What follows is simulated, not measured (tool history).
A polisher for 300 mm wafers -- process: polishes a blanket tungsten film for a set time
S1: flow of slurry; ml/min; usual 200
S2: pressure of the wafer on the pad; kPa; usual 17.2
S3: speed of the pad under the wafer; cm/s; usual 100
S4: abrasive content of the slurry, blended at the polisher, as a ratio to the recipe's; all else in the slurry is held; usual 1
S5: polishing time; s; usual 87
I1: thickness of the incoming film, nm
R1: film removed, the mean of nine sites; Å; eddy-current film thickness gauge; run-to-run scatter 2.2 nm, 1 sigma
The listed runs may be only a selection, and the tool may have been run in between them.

run	hour	S1	S2	S3	S4	S5	I1	R1
1	0	230	17.2	100	1	97	1523.5	2608
# hour 36.1: worn pad replaced by a new one
2	44.7	200	20	100	1	67	1536.4	2051
3	92.8	200	17.2	100	1	87	1550.7	2283
4	143.8	200	17.2	100	1	87	1522.3	2295
# hour 157.7: slurry blender recalibrated
5	169.1	200	17.2	100	1	87	1558.6	2275
6	216.5	200	17.2	100	1	87	1554.1	2263
# hour 256.9: slurry tank refilled with fresh slurry and peroxide
7	257.4	200	17.2	100	1	87	1545.2	2290
8	308.6	235	17.2	100	1	59	1546.7	1589
9	361.8	180	22.1	100	1	87	1518.6	2947
# hour 394.7: worn pad replaced by a new one
10	419.2	200	17.2	82	0.8	87	1533.4	1775
# hour 426.9: slurry nozzle cleaned
11	444.8	200	17.2	100	1.1	87	1546.7	2361
# hour 510.3: slurry blender recalibrated
12	514.8	200	17.2	100	1	87	1521.7	2289
13	582.3	200	17.2	118	1	87	1573.7	2700
14	621.8	200	17.2	100	1	87	1552.5	2293
# hour 633.6: head pressure recalibrated
# hour 647.2: slurry tank refilled with fresh slurry and peroxide
15	670.4	135	11	100	1.25	87	1537.7	1496
16	725.1	200	17.2	82	1	65	1568.9	1406
17	753.3	130	17.2	90	1.1	87	1546.9	1981
18	777.4	200	12.4	78	0.8	105	1563.6	1468
# hour 833.9: worn pad replaced by a new one
# hour 838.1: slurry nozzle cleaned
19	845.3	230	17.2	100	1	77	1536.3	2037
# hour 897.7: slurry blender recalibrated
20	916.9	200	22.8	100	1	87	1542.3	3028
21	962.7	135	11	100	1.25	87	1539.6	1479
# hour 1006: slurry tank refilled with fresh slurry and peroxide
22	1008.6	200	20.7	100	0.9	87	1525.5	2680
23	1052.4	200	17.2	100	0.85	87	1549.5	2218
24	1086.4	200	13.1	100	1	87	1532	1704
25	1157.3	200	21.4	100	1.15	87	1514.2	2896

Alternative continuations, all from the tool just after run 25; predict every row:
A	1157.7	200	17.2	100	1	87	1552.3	?
B	1157.7	200	17.2	78	0.9	87	1552.3	?
C	1157.7	200	17.2	100	1	59	1552.3	?
D	1157.7	235	14.5	100	1.15	87	1552.3	?
E	1157.7	200	14.5	100	1	87	1552.3	?

run	R1
A	2250
B	1714
C	1526
D	1985
E	1890
The same runs, with their run-to-run variation unchanged, on a tool lacking any hidden condition would have given:
run	R1
A	2250
B	1714
C	1526
D	1985
E	1890

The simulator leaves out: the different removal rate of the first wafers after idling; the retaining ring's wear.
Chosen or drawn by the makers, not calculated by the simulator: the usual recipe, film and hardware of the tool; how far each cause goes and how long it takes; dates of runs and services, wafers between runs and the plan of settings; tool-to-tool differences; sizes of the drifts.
